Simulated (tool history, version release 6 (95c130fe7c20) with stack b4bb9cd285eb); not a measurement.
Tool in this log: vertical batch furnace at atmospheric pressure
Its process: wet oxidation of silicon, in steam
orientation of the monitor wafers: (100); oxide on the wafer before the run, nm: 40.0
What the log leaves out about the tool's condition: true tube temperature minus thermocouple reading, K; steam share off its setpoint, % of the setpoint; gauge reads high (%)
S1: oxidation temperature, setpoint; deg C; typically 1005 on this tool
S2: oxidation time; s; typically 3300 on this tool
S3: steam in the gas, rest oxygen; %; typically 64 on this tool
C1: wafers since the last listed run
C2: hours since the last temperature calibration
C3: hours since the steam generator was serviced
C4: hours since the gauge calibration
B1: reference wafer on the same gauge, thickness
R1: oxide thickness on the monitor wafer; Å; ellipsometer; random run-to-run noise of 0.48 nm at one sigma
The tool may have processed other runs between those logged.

run    day    S1    S2  S3   C1      C2      C3     C4      B1      R1
  1      0  1005  3300  64    0  4654.9  2082.5  143.9  324.83  2990.7
  2   0.55  1005  3300  64  171  4668.1  2095.7  157.1  325.07  2987.6
  3   1.05   999  3300  64  155  4680.1  2107.7  169.1  325.21  2856.2
  4  1.762   999  3300  64  221  4697.2  2124.8  186.2  325.11  2847.9
  5  2.267   999  3300  64  156  4709.3  2136.9  198.3  324.89    2846
  6   2.55  1005  3300  67   88  4716.1  2143.7  205.1  325.03  3067.4
     2.554  -- gauge calibrated
  7  3.162  1005  3300  67  190  4730.8  2158.4   14.6  325.01  3065.5
     4.679  -- steam generator serviced
     5.183  -- thermocouples replaced and temperature profile calibrated
  8  5.204  1005  3300  64  167     0.5    12.6   63.6   325.2  3179.1
  9  5.379  1005  1860  71   54     4.7    16.8   67.8  325.02  2334.9
 10  5.554  1005  3300  64   54     8.9      21     72  325.01  3186.2
 11  5.729  1005  3870  64   54    13.1    25.2   76.2  325.11  3534.5
 12  5.908   989  3300  76   55    17.4    29.5   80.5  324.85  3176.9
 13  6.083  1005  3300  64   54    21.6    33.7   84.7  325.14  3177.9
 14  6.712  1005  3300  58  195    36.7    48.8   99.8  325.01  2984.5
 15  7.396   997  2700  57  212    53.1    65.2  116.2  324.82  2436.7
 16  7.975  1005  3300  64  180      67    79.1  130.1  325.12  3181.9
 17  8.496  1005  3960  73  161    79.5    91.6  142.6  325.15  3897.7

4 options for the next run, each taken on its own from the tool as it stands now. Forecast them:
  A  8.675  1005  3300  64  55  83.8  95.9  146.9   ?   ?
  B  8.675  1024  1860  72  55  83.8  95.9  146.9   ?   ?
  C  8.675  1005  3300  71  55  83.8  95.9  146.9   ?   ?
  D  8.675   984  3300  64  55  83.8  95.9  146.9   ?   ?

run      B1      R1
  A  324.99  3182.7
  B  324.99  2703.2
  C  324.99  3404.7
  D  324.99  2725.8
Had the tool no hidden state, the same runs would have come out as:
run      R1
  A  3188.2
  B  2707.8
  C  3410.6
  D  2730.7
